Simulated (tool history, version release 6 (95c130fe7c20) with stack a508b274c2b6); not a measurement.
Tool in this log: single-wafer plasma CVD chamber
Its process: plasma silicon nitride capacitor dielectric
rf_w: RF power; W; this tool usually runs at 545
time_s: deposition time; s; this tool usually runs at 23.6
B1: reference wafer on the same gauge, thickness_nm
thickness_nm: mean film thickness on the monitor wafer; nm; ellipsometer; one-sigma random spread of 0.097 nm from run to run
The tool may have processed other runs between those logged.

Run 1, hour 0: usual settings but rf_w 585 W; B1 31.703. Result: thickness_nm 36.61 nm.
Run 2, hour 54.5: usual settings but rf_w 585 W; B1 31.69. Result: thickness_nm 36.465 nm.
Run 3, hour 114.3: usual settings but rf_w 585 W; B1 31.715. Result: thickness_nm 36.349 nm.
Run 4, hour 169.5: usual settings but rf_w 470 W, time_s 24.9 s; B1 31.688. Result: thickness_nm 36.263 nm.
Run 5, hour 222.1: usual settings but rf_w 470 W, time_s 24.9 s; B1 31.691. Result: thickness_nm 36.044 nm.
Run 6, hour 280.4: usual settings but rf_w 470 W, time_s 24.9 s; B1 31.7. Result: thickness_nm 36.112 nm.
Run 7, hour 308.6: usual settings; B1 31.706. Result: thickness_nm 35.562 nm.
Run 8, hour 352.8: usual settings; B1 31.706. Result: thickness_nm 35.641 nm.
Run 9, hour 392.5: usual settings but rf_w 625 W, time_s 26.2 s; B1 31.707. Result: thickness_nm 42.132 nm.
Run 10, hour 430.4: usual settings but rf_w 625 W, time_s 26.2 s; B1 31.699. Result: thickness_nm 42.041 nm.
Run 11, hour 463.5: usual settings; B1 31.71. Result: thickness_nm 36.364 nm.
Run 12, hour 531.8: usual settings; B1 31.705. Result: thickness_nm 36.604 nm.
Run 13, hour 575: usual settings but rf_w 585 W; B1 31.701. Result: thickness_nm 37.091 nm.
Run 14, hour 605.3: usual settings but rf_w 630 W, time_s 22 s; B1 31.712. Result: thickness_nm 35.33 nm.
Run 15, hour 661.9: usual settings but rf_w 450 W, time_s 21.2 s; B1 31.715. Result: thickness_nm 30.925 nm.
Run 16, hour 728.3: usual settings but rf_w 480 W, time_s 25.7 s; B1 31.711. Result: thickness_nm 38.279 nm.
Run 17, hour 799.5: usual settings but rf_w 500 W, time_s 21.9 s; B1 31.701. Result: thickness_nm 32.747 nm.
Run 18, hour 840.5: usual settings but rf_w 445 W; B1 31.702. Result: thickness_nm 34.237 nm.
Run 19, hour 867.9: usual settings; B1 31.689. Result: thickness_nm 36.172 nm.
Run 20, hour 909.3: usual settings; B1 31.698. Result: thickness_nm 36.376 nm.
Run 21, hour 938.6: usual settings but rf_w 590 W, time_s 19.1 s; B1 31.704. Result: thickness_nm 29.826 nm.
Run 22, hour 965.3: usual settings but rf_w 450 W, time_s 27 s; B1 31.695. Result: thickness_nm 38.993 nm.
Run 23, hour 1014.4: usual settings; B1 31.715. Result: thickness_nm 36.213 nm.
Run 24, hour 1062.8: usual settings but rf_w 600 W, time_s 19.1 s; B1 31.688. Result: thickness_nm 30.141 nm.

The log once held 3 entries between its listed runs, left out of this copy. Where does each go, and what is different about the tool's unlogged condition between the listed run before it and the listed run after it?
After run 8, before run 9: RF generator calibrated (hour 380.9)
  delivered RF power above the setpoint (%): -8.23 -> -0.418
  measured result minus the result with no hidden state, thickness_nm: -0.891 -> -0.051 nm
After run 15, before run 16: gauge calibrated (hour 676.7)
  delivered RF power above the setpoint (%): -1.54 -> -1.81
  measured result minus the result with no hidden state, thickness_nm: -0.139 -> -0.202 nm
After run 17, before run 18: showerhead replaced (hour 829.9)
  delivered RF power above the setpoint (%): -2.11 -> -2.28
  measured result minus the result with no hidden state, thickness_nm: -0.202 -> -0.228 nm
